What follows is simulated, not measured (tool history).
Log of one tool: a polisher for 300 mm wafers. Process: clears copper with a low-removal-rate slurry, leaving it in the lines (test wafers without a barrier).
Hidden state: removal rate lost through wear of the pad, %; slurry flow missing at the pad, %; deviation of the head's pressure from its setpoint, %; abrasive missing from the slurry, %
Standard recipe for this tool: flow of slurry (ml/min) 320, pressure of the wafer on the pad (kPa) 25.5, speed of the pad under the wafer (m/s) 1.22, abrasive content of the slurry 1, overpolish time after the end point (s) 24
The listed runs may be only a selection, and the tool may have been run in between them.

| run | hour | flow of slurry (ml/min) | pressure of the wafer on the pad (kPa) | speed of the pad under the wafer (m/s) | abrasive content of the slurry | overpolish time after the end point (s) | wafers since the last listed run | wafers polished on this pad | hours since the slurry nozzle was cleaned | hours since the head pressure was calibrated | hours since the slurry blender was calibrated | incoming thickness of the incoming film, nm | time until the end point was called (s) | dishing of a wide line in a test structure (Å) |
|---|---|---|---|---|---|---|---|---|---|---|---|---|---|---|
| 1 | 0 | 320 | 25.5 | 1.22 | 1 | 24 | 0 | 437 | 549.7 | 350 | 197.5 | 625.6 | 145.1 | 587 |
| 2 | 6 | 320 | 25.5 | 1.22 | 1 | 24 | 56 | 494 | 555.7 | 356 | 203.5 | 648.2 | 146.2 | 576 |
| 3 | 16.8 | 320 | 25.5 | 1.22 | 1 | 24 | 100 | 594 | 566.5 | 366.8 | 214.3 | 628.9 | 146.2 | 573 |
|  | 28.4 | worn pad replaced by a new one |
| 4 | 28.9 | 320 | 25.5 | 1.22 | 1.2 | 24 | 75 | 4 | 578.6 | 378.9 | 226.4 | 630.2 | 134.7 | 633 |
| 5 | 36.4 | 320 | 25.5 | 1.22 | 1 | 24 | 70 | 74 | 586.1 | 386.4 | 233.9 | 629.9 | 144.5 | 594 |
| 6 | 44.3 | 320 | 25.5 | 1.22 | 1 | 24 | 73 | 148 | 594 | 394.3 | 241.8 | 646.2 | 143 | 587 |
| 7 | 59.3 | 320 | 25.5 | 1.22 | 1 | 24 | 140 | 288 | 609 | 409.3 | 256.8 | 627.4 | 140.1 | 594 |
| 8 | 75.4 | 320 | 25.5 | 1.22 | 0.85 | 24 | 150 | 438 | 625.1 | 425.4 | 272.9 | 638.8 | 148.9 | 572 |
| 9 | 85.8 | 320 | 25.5 | 1.22 | 0.85 | 24 | 97 | 536 | 635.5 | 435.8 | 283.3 | 641.4 | 151.4 | 565 |
| 10 | 92.8 | 320 | 25.5 | 1.22 | 1 | 24 | 65 | 601 | 642.5 | 442.8 | 290.3 | 628 | 146.1 | 563 |
|  | 103.5 | worn pad replaced by a new one |
| 11 | 104 | 320 | 25.5 | 1.22 | 1 | 24 | 67 | 4 | 653.7 | 454 | 301.5 | 634.4 | 155.4 | 545 |
| 12 | 113.8 | 320 | 25.5 | 1.22 | 1 | 24 | 91 | 96 | 663.5 | 463.8 | 311.3 | 628.6 | 158.3 | 541 |
| 13 | 120.7 | 320 | 25.5 | 1.22 | 1 | 24 | 64 | 160 | 670.4 | 470.7 | 318.2 | 624.4 | 158.4 | 564 |
|  | 134 | slurry blender recalibrated |
| 14 | 135.6 | 355 | 25.5 | 1.22 | 1 | 33 | 120 | 281 | 685.3 | 485.6 | 1.6 | 631.6 | 165.5 | 646 |
|  | 144.4 | worn pad replaced by a new one, repeated, since the last time left the tool worse |
| 15 | 144.9 | 320 | 21.4 | 1.22 | 1.2 | 34 | 49 | 5 | 694.6 | 494.9 | 10.9 | 623.5 | 156.3 | 707 |
| 16 | 150 | 285 | 25.5 | 1.22 | 1 | 24 | 47 | 52 | 699.7 | 500 | 16 | 644.5 | 147.5 | 569 |
|  | 155.7 | slurry nozzle cleaned |
| 17 | 181 | 320 | 25.5 | 1.22 | 1 | 24 | 280 | 332 | 25.3 | 531 | 47 | 631.5 | 142.7 | 589 |
| 18 | 187.5 | 320 | 25.5 | 1.22 | 1 | 24 | 60 | 393 | 31.8 | 537.5 | 53.5 | 640.3 | 146.5 | 582 |
| 19 | 201.2 | 320 | 19.3 | 1.56 | 0.8 | 28 | 127 | 521 | 45.5 | 551.2 | 67.2 | 621.7 | 145.7 | 629 |
|  | 208.1 | head pressure recalibrated |
|  | 210.9 | worn pad replaced by a new one |
| 20 | 213.4 | 320 | 28.3 | 1.36 | 1.2 | 24 | 69 | 23 | 57.7 | 5.3 | 79.4 | 627.6 | 111.3 | 727 |
| 21 | 222.2 | 320 | 33.8 | 1.22 | 1.1 | 11 | 82 | 105 | 66.5 | 14.1 | 88.2 | 639.4 | 107.4 | 400 |
| 22 | 235.2 | 320 | 25.5 | 1.36 | 1 | 29 | 121 | 226 | 79.5 | 27.1 | 101.2 | 635.3 | 126.4 | 703 |
| 23 | 243.9 | 320 | 25.5 | 1.22 | 1 | 24 | 81 | 308 | 88.2 | 35.8 | 109.9 | 645.7 | 145.9 | 599 |
| 24 | 254.4 | 320 | 25.5 | 1.58 | 1 | 24 | 98 | 406 | 98.7 | 46.3 | 120.4 | 635.4 | 111.7 | 695 |
| 25 | 269.7 | 320 | 20 | 1.6 | 1 | 24 | 142 | 549 | 114 | 61.6 | 135.7 | 638.2 | 135.6 | 596 |
|  | 276 | worn pad replaced by a new one |
| 26 | 283 | 275 | 25.5 | 0.82 | 1 | 24 | 86 | 65 | 127.3 | 74.9 | 149 | 634.9 | 215.1 | 426 |

What the log doesn't show, run by run:
slurry flow missing at the pad, %: 0 on each run
deviation of the head's pressure from its setpoint, %: 0 on each run
abrasive missing from the slurry, %: 0 on each run
H1: removal rate lost through wear of the pad, %
| run | H1 |
|---|---|
| 1 | 5.24 |
| 2 | 5.81 |
| 3 | 6.83 |
| 4 | 0.209 |
| 5 | 0.922 |
| 6 | 1.67 |
| 7 | 3.1 |
| 8 | 4.63 |
| 9 | 5.62 |
| 10 | 6.28 |
| 11 | 11.8 |
| 12 | 12.7 |
| 13 | 13.4 |
| 14 | 14.8 |
| 15 | 1.07 |
| 16 | 1.56 |
| 17 | 4.5 |
| 18 | 5.12 |
| 19 | 6.42 |
| 20 | 0.602 |
| 21 | 1.44 |
| 22 | 2.67 |
| 23 | 3.5 |
| 24 | 4.5 |
| 25 | 5.95 |
| 26 | 1.86 |
